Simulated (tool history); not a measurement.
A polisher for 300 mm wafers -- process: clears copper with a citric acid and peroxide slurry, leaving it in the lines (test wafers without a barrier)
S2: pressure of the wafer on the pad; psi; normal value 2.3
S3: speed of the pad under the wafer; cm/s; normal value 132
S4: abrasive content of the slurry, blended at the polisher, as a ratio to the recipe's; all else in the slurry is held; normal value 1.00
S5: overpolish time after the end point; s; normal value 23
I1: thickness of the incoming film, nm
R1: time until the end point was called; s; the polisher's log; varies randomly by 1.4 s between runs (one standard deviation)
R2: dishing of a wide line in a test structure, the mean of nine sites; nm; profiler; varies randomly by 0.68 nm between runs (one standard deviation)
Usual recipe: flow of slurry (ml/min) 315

run 1 hour=0.0 | flow_of_slurry_(ml/min)=315 S2=2.3 S3=132 S4=1.00 S5=23 | I1=268.1 | R1=91.0 R2=39.7
run 2 hour=37.4 | flow_of_slurry_(ml/min)=315 S2=2.3 S3=132 S4=1.00 S5=15 | I1=272.3 | R1=93.0 R2=27.0
-- hour=53.9 slurry nozzle cleaned
run 3 hour=89.2 | flow_of_slurry_(ml/min)=315 S2=2.3 S3=132 S4=1.00 S5=15 | I1=271.2 | R1=86.3 R2=29.1
run 4 hour=132.0 | flow_of_slurry_(ml/min)=315 S2=2.3 S3=132 S4=1.00 S5=15 | I1=273.9 | R1=86.7 R2=28.1
run 5 hour=167.9 | flow_of_slurry_(ml/min)=315 S2=2.3 S3=132 S4=1.00 S5=23 | I1=270.1 | R1=87.1 R2=40.7
-- hour=190.0 worn pad replaced by a new one
run 6 hour=223.7 | flow_of_slurry_(ml/min)=315 S2=2.3 S3=132 S4=1.00 S5=23 | I1=273.1 | R1=88.1 R2=39.2
run 7 hour=284.0 | flow_of_slurry_(ml/min)=315 S2=2.0 S3=132 S4=0.85 S5=23 | I1=268.4 | R1=105.0 R2=34.9
-- hour=328.0 slurry blender recalibrated
run 8 hour=352.5 | flow_of_slurry_(ml/min)=315 S2=2.0 S3=132 S4=0.85 S5=23 | I1=271.0 | R1=103.5 R2=35.5
run 9 hour=385.8 | flow_of_slurry_(ml/min)=315 S2=2.1 S3=132 S4=0.80 S5=23 | I1=273.4 | R1=104.1 R2=35.7
run 10 hour=446.2 | flow_of_slurry_(ml/min)=315 S2=2.1 S3=132 S4=0.80 S5=23 | I1=270.1 | R1=105.0 R2=35.9
run 11 hour=511.8 | flow_of_slurry_(ml/min)=315 S2=2.1 S3=132 S4=0.80 S5=23 | I1=270.7 | R1=106.4 R2=35.0
-- hour=537.5 worn pad replaced by a new one
run 12 hour=561.6 | flow_of_slurry_(ml/min)=315 S2=2.3 S3=132 S4=1.00 S5=23 | I1=267.0 | R1=88.7 R2=40.6
run 13 hour=593.1 | flow_of_slurry_(ml/min)=315 S2=2.3 S3=132 S4=1.00 S5=23 | I1=269.7 | R1=92.3 R2=40.3
-- hour=596.8 slurry nozzle cleaned
run 14 hour=651.3 | flow_of_slurry_(ml/min)=410 S2=2.3 S3=132 S4=1.00 S5=23 | I1=275.0 | R1=86.0 R2=41.0
run 15 hour=688.6 | flow_of_slurry_(ml/min)=315 S2=2.3 S3=132 S4=0.90 S5=31 | I1=273.4 | R1=91.7 R2=49.6
-- hour=728.4 slurry blender recalibrated
run 16 hour=759.5 | flow_of_slurry_(ml/min)=380 S2=2.3 S3=156 S4=1.25 S5=27 | I1=270.9 | R1=68.3 R2=55.5
run 17 hour=813.9 | flow_of_slurry_(ml/min)=315 S2=2.3 S3=132 S4=1.00 S5=23 | I1=273.2 | R1=91.4 R2=38.5
-- hour=829.1 worn pad replaced by a new one
run 18 hour=870.2 | flow_of_slurry_(ml/min)=370 S2=1.7 S3=132 S4=1.00 S5=18 | I1=272.0 | R1=112.8 R2=26.2
-- hour=888.9 head pressure recalibrated
run 19 hour=1085.4 | flow_of_slurry_(ml/min)=315 S2=1.6 S3=164 S4=1.00 S5=17 | I1=273.8 | R1=102.1 R2=28.4
-- hour=1089.0 slurry blender recalibrated
run 20 hour=1112.4 | flow_of_slurry_(ml/min)=240 S2=1.6 S3=162 S4=1.00 S5=23 | I1=268.0 | R1=106.1 R2=33.3
-- hour=1119.8 slurry nozzle cleaned
-- hour=1120.9 worn pad replaced by a new one
run 21 hour=1183.1 | flow_of_slurry_(ml/min)=225 S2=1.7 S3=132 S4=0.85 S5=23 | I1=272.4 | R1=123.9 R2=30.9
run 22 hour=1213.4 | flow_of_slurry_(ml/min)=315 S2=2.3 S3=132 S4=1.00 S5=23 | I1=268.3 | R1=86.1 R2=40.7
run 23 hour=1262.0 | flow_of_slurry_(ml/min)=345 S2=2.1 S3=132 S4=1.00 S5=23 | I1=272.8 | R1=94.7 R2=38.9
run 24 hour=1319.4 | flow_of_slurry_(ml/min)=315 S2=2.3 S3=168 S4=0.90 S5=23 | I1=268.4 | R1=71.2 R2=48.0
run 25 hour=1353.6 | flow_of_slurry_(ml/min)=315 S2=2.3 S3=118 S4=0.80 S5=23 | I1=265.1 | R1=102.6 R2=33.8
run 26 hour=1411.6 | flow_of_slurry_(ml/min)=315 S2=3.1 S3=132 S4=1.00 S5=16 | I1=270.1 | R1=67.0 R2=37.8
run 27 hour=1442.4 | flow_of_slurry_(ml/min)=315 S2=2.3 S3=132 S4=1.00 S5=23 | I1=272.7 | R1=91.8 R2=40.2
-- hour=1460.7 slurry blender recalibrated
-- hour=1479.9 worn pad replaced by a new one
run 28 hour=1480.4 | flow_of_slurry_(ml/min)=315 S2=2.3 S3=154 S4=1.00 S5=23 | I1=267.4 | R1=75.3 R2=45.4

Exercise: give the hidden state of the tool at every run:
removal rate lost through wear of the pad, %: 0 in every run
deviation of the head's pressure from its setpoint, %: 0 in every run
abrasive missing from the slurry, %: 0 in every run
H1: slurry flow missing at the pad, %
run=1 H1=45
run=2 H1=45.7
run=3 H1=10.3
run=4 H1=17.7
run=5 H1=22.6
run=6 H1=28.6
run=7 H1=33.3
run=8 H1=37
run=9 H1=38.3
run=10 H1=40.2
run=11 H1=41.6
run=12 H1=42.4
run=13 H1=42.8
run=14 H1=18.5
run=15 H1=24.4
run=16 H1=32.6
run=17 H1=37.1
run=18 H1=40.4
run=19 H1=46.8
run=20 H1=47.2
run=21 H1=13.9
run=22 H1=18.5
run=23 H1=24.4
run=24 H1=29.7
run=25 H1=32.1
run=26 H1=35.2
run=27 H1=36.5
run=28 H1=37.8

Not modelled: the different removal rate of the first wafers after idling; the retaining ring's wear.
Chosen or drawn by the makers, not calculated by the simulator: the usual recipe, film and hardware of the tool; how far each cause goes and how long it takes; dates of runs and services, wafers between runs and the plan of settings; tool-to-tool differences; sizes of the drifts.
